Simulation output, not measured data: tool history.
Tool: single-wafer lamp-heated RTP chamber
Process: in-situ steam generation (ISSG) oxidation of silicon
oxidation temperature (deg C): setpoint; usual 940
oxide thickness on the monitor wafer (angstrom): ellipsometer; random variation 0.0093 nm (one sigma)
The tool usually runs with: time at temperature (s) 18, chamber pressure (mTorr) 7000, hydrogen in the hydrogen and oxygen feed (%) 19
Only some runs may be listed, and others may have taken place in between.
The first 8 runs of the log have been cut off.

run	day	oxidation temperature (deg C)	time at temperature (s)	chamber pressure (mTorr)	hydrogen in the hydrogen and oxygen feed (%)	wafers since the last listed run	wafers since the last pyrometer calibration	hours since the pressure gauge was zeroed	hours since the hydrogen flow controller was replaced	hours since the gauge calibration	read-back reference wafer on the same gauge, thickness	oxide thickness on the monitor wafer (angstrom)
9	25.296	955	18	7000	19	1461	4019	2213.4	6358.7	1823.4	3.548	41.51
10	27.196	924	18	7000	19	775	4794	2259.0	6404.3	1869.0	3.546	38.23
11	30.746	924	18	7000	19	1448	6243	2344.2	6489.5	1954.2	3.550	38.16
12	34.942	944	18	7000	27	1711	7954	2444.9	6590.2	2054.9	3.548	44.00
13	37.438	944	18	7000	27	1018	8972	2504.8	6650.1	2114.8	3.550	43.92
# day 40.583: hydrogen flow controller replaced
14	41.408	944	18	7000	27	1483	10456	2600.1	19.8	2210.1	3.550	43.93
# day 41.821: pyrometer window cleaned and pyrometer calibrated
15	44.792	940	17	7800	19	1244	1212	2681.3	101.0	2291.3	3.549	39.07
16	46.988	940	14	7000	19	895	2108	2734.0	153.7	2344.0	3.550	36.17
# day 48.629: gauge calibrated
17	50.417	940	18	7000	11	1398	3507	2816.3	236.0	42.9	3.550	35.19
18	52.796	940	14	7900	15	970	4477	2873.4	293.1	100.0	3.548	34.34
19	55.588	928	18	7600	19	1138	5616	2940.4	360.1	167.0	3.552	38.87
20	59.062	933	12	6900	27	1417	7034	3023.8	443.5	250.4	3.553	37.18
21	62.146	940	18	7000	19	1257	8292	3097.8	517.5	324.4	3.551	39.85
# day 63.642: pyrometer window cleaned and pyrometer calibrated
22	66.158	940	18	7000	19	1500	1027	3194.1	613.8	420.7	3.553	39.88
# day 67.321: pressure gauge zeroed
23	71.421	940	18	7000	19	2010	3038	98.4	740.1	547.0	3.549	39.95
24	75.217	949	18	7000	26	1548	4586	189.5	831.2	638.1	3.551	44.33
25	77.450	940	18	7000	19	911	5497	243.1	884.8	691.7	3.548	39.83
26	80.896	935	18	7000	19	1405	6903	325.8	967.5	774.4	3.551	39.18
27	84.417	955	18	7000	11	1436	8339	410.3	1052.0	858.9	3.547	36.66
# day 85.392: pyrometer window cleaned and pyrometer calibrated
28	88.050	930	20	7400	11	1346	1084	497.5	1139.2	946.1	3.552	36.07
29	92.183	940	24	7000	11	1686	2770	596.7	1238.4	1045.3	3.552	39.92
30	96.533	958	16	6900	25	1774	4545	701.1	1342.8	1149.7	3.551	42.81
31	109.229	927	18	7000	19	5179	9724	1005.8	1647.5	1454.4	3.546	38.48
# day 112.117: pyrometer window cleaned and pyrometer calibrated
32	113.038	947	22	6900	23	1417	375	1097.2	1738.9	1545.8	3.548	46.34

Consider 3 possible next runs. They are alternatives, not a sequence: every one starts from the tool as it was left by run 32. What does each give?
A	113.054	940	18	7000	25	6	382	1097.6	1739.3	1546.2	?	?
B	113.054	940	12	7000	27	6	382	1097.6	1739.3	1546.2	?	?
C	113.054	925	16	7700	23	6	382	1097.6	1739.3	1546.2	?	?

run	read-back reference wafer on the same gauge, thickness	oxide thickness on the monitor wafer (angstrom)
A	3.551	42.62
B	3.551	37.58
C	3.551	38.54
With no hidden state in the tool, these same runs would have given:
run	oxide thickness on the monitor wafer (angstrom)
A	42.62
B	37.58
C	38.54
